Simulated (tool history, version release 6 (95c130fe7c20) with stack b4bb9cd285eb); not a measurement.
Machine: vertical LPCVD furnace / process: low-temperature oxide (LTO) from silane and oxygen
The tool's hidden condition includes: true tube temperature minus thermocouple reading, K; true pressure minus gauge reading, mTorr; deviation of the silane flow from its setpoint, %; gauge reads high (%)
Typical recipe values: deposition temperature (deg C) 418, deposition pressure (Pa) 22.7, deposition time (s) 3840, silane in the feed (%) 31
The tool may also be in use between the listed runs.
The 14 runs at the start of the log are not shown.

run	day	deposition temperature (deg C)	deposition pressure (Pa)	deposition time (s)	silane in the feed (%)	wafers since the last listed run	hours since the last temperature calibration	hours since the pressure gauge was zeroed	hours since the silane flow controller was replaced	hours since the gauge calibration	read-back reference wafer on the same gauge, thickness	film thickness on the monitor wafer in the middle of the boat (Å)
15	37.008	422	17.3	3840	31	988	2918.5	898.9	489.5	3279.5	318.80	3064.7
16	40.192	418	22.7	3840	31	894	2994.9	975.3	565.9	3355.9	318.88	3851.0
17	43.208	427	22.7	4950	29	848	3067.3	1047.7	638.3	3428.3	319.01	5043.4
18	47.300	418	22.7	3840	27	1150	3165.5	1145.9	736.5	3526.5	319.07	3161.5
# day 47.346: gauge calibrated
19	50.042	422	22.7	3840	27	770	3231.3	1211.7	802.3	64.7	319.41	3321.9
20	54.492	418	22.7	3840	31	1250	3338.1	1318.5	909.1	171.5	318.73	3899.1
21	56.704	408	26.7	2640	28	621	3391.2	1371.6	962.2	224.6	318.66	2399.8
# day 58.479: thermocouples replaced and temperature profile calibrated
22	61.125	418	18.7	4350	27	961	63.5	1477.7	1068.3	330.7	318.50	2921.6
23	63.879	418	22.7	3840	31	774	129.6	1543.8	1134.4	396.8	319.18	3796.7
24	67.479	418	22.7	3840	31	1012	216.0	1630.2	1220.8	483.2	319.30	3814.1
25	73.192	418	25.3	3840	35	1605	353.1	1767.3	1357.9	620.3	319.24	5064.1
26	83.354	409	20.0	3360	28	2856	597.0	2011.2	1601.8	864.2	318.91	2313.5
27	86.271	418	17.3	3840	31	819	667.0	2081.2	1671.8	934.2	318.89	2948.9
28	90.075	418	22.7	3840	28	1069	758.3	2172.5	1763.1	1025.5	319.03	3314.7
29	92.288	418	22.7	3840	31	621	811.4	2225.6	1816.2	1078.6	318.67	3838.1
30	95.871	418	20.0	5100	31	1007	897.4	2311.6	1902.2	1164.6	319.04	4505.0
31	98.017	418	24.7	3840	37	603	948.9	2363.1	1953.7	1216.1	318.95	5258.3

Run 32, settings as shown, results not yet in. Your forecast:
32	101.188	418	22.7	3840	31	891	1025.0	2439.2	2029.8	1292.2	?	?

{"run 32": {"read-back reference wafer on the same gauge, thickness": 319.07, "film thickness on the monitor wafer in the middle of the boat (Å)": 3868.5}}
Take away the tool's hidden state, keep the run-to-run variation as it was, and the same run would have given film thickness on the monitor wafer in the middle of the boat (Å) 3762.5.
